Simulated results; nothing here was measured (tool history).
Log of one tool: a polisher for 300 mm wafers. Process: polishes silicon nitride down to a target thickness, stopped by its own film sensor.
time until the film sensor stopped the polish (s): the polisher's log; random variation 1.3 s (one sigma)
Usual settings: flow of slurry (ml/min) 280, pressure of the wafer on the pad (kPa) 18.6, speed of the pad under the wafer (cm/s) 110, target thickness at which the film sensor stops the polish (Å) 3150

run	hour	flow of slurry (ml/min)	pressure of the wafer on the pad (kPa)	speed of the pad under the wafer (cm/s)	target thickness at which the film sensor stops the polish (Å)	incoming thickness of the incoming film, nm	time until the film sensor stopped the polish (s)
1	0.0	280	18.6	136	3150	436.3	78.6
# hour 16.3: slurry nozzle cleaned
# hour 21.7: head pressure recalibrated
2	93.5	280	18.6	136	3150	440.5	73.2
3	192.9	280	18.6	110	2820	444.6	108.7
4	247.2	280	18.6	110	3150	446.4	91.2
# hour 253.5: worn pad replaced by a new one
5	297.0	280	18.6	110	3150	439.7	82.6
6	356.1	280	18.6	110	3150	443.1	86.5
7	463.9	280	18.6	110	3150	439.0	87.3
8	534.1	280	18.6	110	3150	437.8	83.9
9	592.7	280	18.6	110	3150	439.9	83.8
# hour 670.4: slurry nozzle cleaned
10	673.0	280	18.6	110	3150	450.4	92.9
11	729.7	280	18.6	110	3150	442.0	89.8
12	834.6	350	15.2	110	3150	437.1	100.7
13	902.7	350	15.2	110	3150	441.2	108.1
# hour 919.2: worn pad replaced by a new one
14	998.1	350	15.2	110	3150	444.1	112.1
15	1104.9	280	18.6	110	3150	439.4	93.1
16	1152.3	280	18.6	110	3040	442.2	106.3
17	1201.0	280	18.6	110	3040	433.1	100.2
18	1288.1	185	16.5	110	3360	440.3	95.7
# hour 1294.2: head pressure recalibrated
# hour 1339.5: slurry nozzle cleaned
19	1374.9	280	18.6	110	3150	435.5	80.4
20	1476.1	280	18.6	110	3150	444.4	86.6
# hour 1524.0: worn pad replaced by a new one
21	1552.2	280	18.6	110	3150	440.0	84.1
22	1596.6	190	13.8	110	3150	437.3	117.9
23	1693.4	280	18.6	110	3320	436.4	71.9
24	1779.8	280	18.6	110	3150	434.0	81.6
25	1850.6	280	23.4	110	3150	446.2	70.9
# hour 2060.0: slurry nozzle cleaned
26	2159.9	280	18.6	110	3150	436.0	87.7
# hour 2195.8: worn pad replaced by a new one
27	2237.6	330	20.7	74	3150	435.8	98.4
28	2285.2	345	18.6	74	3150	439.1	111.2
# hour 2369.8: head pressure recalibrated
29	2388.1	335	15.9	134	3150	437.2	85.1
30	2494.7	360	14.5	140	3150	442.0	90.8
31	2545.2	215	18.6	110	3150	441.8	87.8
32	2591.3	235	18.6	134	3150	430.0	69.4
33	2649.9	230	23.4	130	2990	437.6	68.6
# hour 2666.0: slurry nozzle cleaned
34	2714.4	255	13.1	110	3290	443.5	109.3
35	2816.1	280	21.4	110	3150	438.7	72.8
# hour 2946.5: worn pad replaced by a new one
36	3046.6	240	21.4	88	2750	432.7	112.1
37	3315.4	280	18.6	110	3150	440.8	90.6

Forecast each of these 3 alternatives for the next run:
A	3315.8	280	18.6	110	3150	441.4	?
B	3315.8	280	18.6	128	3150	441.4	?
C	3315.8	215	18.6	110	3270	441.4	?

run	time until the film sensor stopped the polish (s)
A	91.0
B	82.4
C	84.6
Without the tool's hidden state the same runs would have given:
run	time until the film sensor stopped the polish (s)
A	83.9
B	76.0
C	78.0

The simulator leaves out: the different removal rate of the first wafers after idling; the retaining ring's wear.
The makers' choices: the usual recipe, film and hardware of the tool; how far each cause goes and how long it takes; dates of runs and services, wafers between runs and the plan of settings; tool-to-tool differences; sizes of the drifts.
